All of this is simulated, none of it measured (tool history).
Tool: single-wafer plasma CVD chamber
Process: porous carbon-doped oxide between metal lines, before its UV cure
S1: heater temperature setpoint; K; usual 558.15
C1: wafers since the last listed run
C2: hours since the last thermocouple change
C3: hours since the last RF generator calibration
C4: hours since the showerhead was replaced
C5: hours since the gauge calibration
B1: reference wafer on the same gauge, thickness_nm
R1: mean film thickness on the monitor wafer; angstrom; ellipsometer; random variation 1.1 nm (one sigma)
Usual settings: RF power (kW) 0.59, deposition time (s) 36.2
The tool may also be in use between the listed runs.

{"run": 1, "hour": 0.0, "S1": 555.15, "RF power (kW)": 0.59, "deposition time (s)": 32.5, "C1": 0, "C2": 1552, "C3": 1382.4, "C4": 4631.5, "C5": 921.4, "B1": 186.838, "R1": 2092.07}
{"run": 2, "hour": 59.4, "S1": 555.15, "RF power (kW)": 0.59, "deposition time (s)": 32.5, "C1": 1227, "C2": 1611.4, "C3": 1441.8, "C4": 4690.9, "C5": 980.8, "B1": 187.325, "R1": 2090.28}
{"run": 3, "hour": 108.8, "S1": 555.15, "RF power (kW)": 0.59, "deposition time (s)": 32.5, "C1": 1020, "C2": 1660.8, "C3": 1491.2, "C4": 4740.3, "C5": 1030.2, "B1": 187.69, "R1": 2096.54}
{"run": 4, "hour": 136.6, "S1": 558.15, "RF power (kW)": 0.63, "deposition time (s)": 38.7, "C1": 574, "C2": 1688.6, "C3": 1519, "C4": 4768.1, "C5": 1058, "B1": 188.086, "R1": 2518.5}
{"hour": 152.8, "done": "gauge calibrated"}
{"run": 5, "hour": 201.6, "S1": 558.15, "RF power (kW)": 0.63, "deposition time (s)": 38.7, "C1": 1343, "C2": 1753.6, "C3": 1584, "C4": 4833.1, "C5": 48.8, "B1": 183.789, "R1": 2464.56}
{"run": 6, "hour": 256.9, "S1": 558.15, "RF power (kW)": 0.63, "deposition time (s)": 38.7, "C1": 1142, "C2": 1808.9, "C3": 1639.3, "C4": 4888.4, "C5": 104.1, "B1": 184.004, "R1": 2500.26}
{"run": 7, "hour": 292.9, "S1": 558.15, "RF power (kW)": 0.59, "deposition time (s)": 36.2, "C1": 743, "C2": 1844.9, "C3": 1675.3, "C4": 4924.4, "C5": 140.1, "B1": 183.861, "R1": 2229.28}
{"run": 8, "hour": 348.0, "S1": 558.15, "RF power (kW)": 0.59, "deposition time (s)": 36.2, "C1": 1138, "C2": 1900, "C3": 1730.4, "C4": 4979.5, "C5": 195.2, "B1": 184.115, "R1": 2236.44}
{"run": 9, "hour": 400.7, "S1": 558.15, "RF power (kW)": 0.59, "deposition time (s)": 36.2, "C1": 1089, "C2": 1952.7, "C3": 1783.1, "C4": 5032.2, "C5": 247.9, "B1": 183.895, "R1": 2213.42}
{"run": 10, "hour": 459.8, "S1": 558.15, "RF power (kW)": 0.64, "deposition time (s)": 36.2, "C1": 1221, "C2": 2011.8, "C3": 1842.2, "C4": 5091.3, "C5": 307, "B1": 184.273, "R1": 2330.78}
{"run": 11, "hour": 493.7, "S1": 558.15, "RF power (kW)": 0.64, "deposition time (s)": 36.2, "C1": 700, "C2": 2045.7, "C3": 1876.1, "C4": 5125.2, "C5": 340.9, "B1": 184.413, "R1": 2357.37}
{"run": 12, "hour": 543.2, "S1": 558.15, "RF power (kW)": 0.59, "deposition time (s)": 36.2, "C1": 1022, "C2": 2095.2, "C3": 1925.6, "C4": 5174.7, "C5": 390.4, "B1": 184.498, "R1": 2233.17}
{"run": 13, "hour": 607.7, "S1": 558.15, "RF power (kW)": 0.59, "deposition time (s)": 36.2, "C1": 1332, "C2": 2159.7, "C3": 1990.1, "C4": 5239.2, "C5": 454.9, "B1": 184.649, "R1": 2247.05}
{"run": 14, "hour": 645.1, "S1": 558.15, "RF power (kW)": 0.59, "deposition time (s)": 36.2, "C1": 772, "C2": 2197.1, "C3": 2027.5, "C4": 5276.6, "C5": 492.3, "B1": 184.924, "R1": 2235.86}
{"run": 15, "hour": 756.4, "S1": 562.15, "RF power (kW)": 0.59, "deposition time (s)": 36.2, "C1": 2300, "C2": 2308.4, "C3": 2138.8, "C4": 5387.9, "C5": 603.6, "B1": 185.447, "R1": 2198.65}
{"run": 16, "hour": 809.0, "S1": 558.15, "RF power (kW)": 0.59, "deposition time (s)": 36.2, "C1": 1087, "C2": 2361, "C3": 2191.4, "C4": 5440.5, "C5": 656.2, "B1": 185.747, "R1": 2252.24}
{"run": 17, "hour": 848.6, "S1": 564.15, "RF power (kW)": 0.655, "deposition time (s)": 38.3, "C1": 818, "C2": 2400.6, "C3": 2231, "C4": 5480.1, "C5": 695.8, "B1": 185.827, "R1": 2449.9}
{"run": 18, "hour": 878.0, "S1": 558.15, "RF power (kW)": 0.59, "deposition time (s)": 38.8, "C1": 607, "C2": 2430, "C3": 2260.4, "C4": 5509.5, "C5": 725.2, "B1": 186.129, "R1": 2415.3}
{"hour": 921.8, "done": "thermocouple changed; heater temperature recalibrated"}
{"run": 19, "hour": 931.1, "S1": 558.15, "RF power (kW)": 0.59, "deposition time (s)": 36.2, "C1": 932, "C2": 9.3, "C3": 2313.5, "C4": 5562.6, "C5": 778.3, "B1": 186.252, "R1": 2243.91}
{"run": 20, "hour": 967.2, "S1": 558.15, "RF power (kW)": 0.59, "deposition time (s)": 36.2, "C1": 746, "C2": 45.4, "C3": 2349.6, "C4": 5598.7, "C5": 814.4, "B1": 186.66, "R1": 2271.41}
{"hour": 1016.5, "done": "RF generator calibrated"}
{"run": 21, "hour": 1017.0, "S1": 558.15, "RF power (kW)": 0.69, "deposition time (s)": 40.4, "C1": 863, "C2": 95.2, "C3": 0.5, "C4": 5648.5, "C5": 864.2, "B1": 186.817, "R1": 2802.05}
{"run": 22, "hour": 1055.0, "S1": 558.15, "RF power (kW)": 0.59, "deposition time (s)": 36.2, "C1": 785, "C2": 133.2, "C3": 38.5, "C4": 5686.5, "C5": 902.2, "B1": 187.14, "R1": 2286.14}

Run 23 comes next. What will it give?
{"run": 23, "hour": 1239.7, "S1": 553.15, "RF power (kW)": 0.59, "deposition time (s)": 33.4, "C1": 3816, "C2": 317.9, "C3": 223.2, "C4": 5871.2, "C5": 1086.9, "B1": "?", "R1": "?"}

{"run 23": {"B1": 188.782, "R1": 2183.97}}
Without the tool's hidden state the same run would have given R1 2116.99 angstrom.

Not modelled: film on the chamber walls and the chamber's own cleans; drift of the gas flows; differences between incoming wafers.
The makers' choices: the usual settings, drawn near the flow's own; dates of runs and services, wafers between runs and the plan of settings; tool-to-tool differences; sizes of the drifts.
